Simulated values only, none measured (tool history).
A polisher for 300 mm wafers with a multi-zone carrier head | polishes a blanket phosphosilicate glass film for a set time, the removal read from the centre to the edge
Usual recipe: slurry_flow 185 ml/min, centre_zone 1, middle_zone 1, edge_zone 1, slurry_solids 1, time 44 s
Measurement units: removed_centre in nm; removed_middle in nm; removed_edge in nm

run    hour  slurry_flow  centre_zone  middle_zone  edge_zone  slurry_solids  time  incoming thickness of the incoming film, nm  removed_centre  removed_middle  removed_edge
  1       0          185            1            1       0.92              1    44                                       2344.3           225.3           209.7           206
  2   100.2          185            1            1       0.92              1    44                                       2403.8             228           212.6         205.5
  3   138.8          185            1            1       0.92              1    44                                         2347           225.9           216.9         207.6
      171.1  -- carrier head's membrane replaced by a new one
  4   225.1          185         0.95            1       1.09           0.75    44                                       2347.1           187.5           188.3         197.5
  5   289.3          185         1.05            1          1              1    44                                       2336.9             236             216         215.5
      303.2  -- centre zone pressure recalibrated
      328.7  -- worn pad replaced by a new one
  6   387.9          185            1            1          1              1    44                                         2360           219.7           212.3         217.1
  7   478.4          160          1.1            1       0.93            0.9    44                                       2327.7             230           202.7         197.4
  8   516.7          185            1            1          1              1    57                                       2365.2             290           279.3           281
      553.3  -- slurry nozzle cleaned
      554.2  -- edge zone pressure recalibrated
  9   572.7          185            1            1          1           1.25    44                                         2398           243.1           229.3         235.7
 10   658.2          185            1            1          1              1    44                                       2335.8           225.9           218.4           216
      721.1  -- carrier head's membrane replaced by a new one
 11   725.6          240         0.94         1.03          1              1    53                                       2379.9           262.4           271.5         261.1
 12   811.4          235            1            1          1              1    44                                       2351.6           230.8           220.7         218.2
      841.3  -- worn pad replaced by a new one
 13   896.5          185            1            1          1              1    44                                       2348.5           224.4           213.2         216.4
 14   985.1          185            1            1          1              1    44                                       2370.2           228.1           216.3         216.8
 15  1078.8          185         0.91         1.05          1              1    44                                       2354.4           206.9             224         213.1
     1116.7  -- edge zone pressure recalibrated
 16  1133.1          185            1         1.05          1              1    44                                       2360.4           228.3           226.3         216.9
       1209  -- slurry nozzle cleaned
 17  1233.7          205         0.93            1          1           1.25    30                                       2336.8           159.7           160.5         162.5
 18    1294          185          0.9         1.12       0.95            0.8    44                                       2344.2           187.5           211.4         189.3
 19  1348.1          185            1            1          1              1    44                                       2325.2           227.7           211.5         215.2
     1381.9  -- worn pad replaced by a new one
     1400.5  -- carrier head's membrane replaced by a new one
 20    1554          125            1            1        0.9              1    44                                       2344.5           218.2           209.2         201.1
 21  1625.3          185            1            1          1           0.85    44                                       2344.7           211.9           200.3           199
 22  1690.1          185            1            1          1              1    44                                       2350.1           230.9           215.2         218.3

Forecast each of these 3 alternatives for the next run:
  A  1690.5          185         1.08            1          1              1    44                                       2353.9               ?               ?             ?
  B  1690.5          185            1         1.07          1              1    44                                       2353.9               ?               ?             ?
  C  1690.5          185         0.88          1.1          1            0.9    38                                       2353.9               ?               ?             ?

run  removed_centre  removed_middle  removed_edge
  A           245.6           213.4         217.8
  B           227.5           226.1         217.6
  C             165             191         179.3
With no hidden state in the tool, these same runs would have given:
run  removed_centre  removed_middle  removed_edge
  A             230           213.4         217.8
  B             213           226.2         217.6
  C           154.4           191.1         179.3
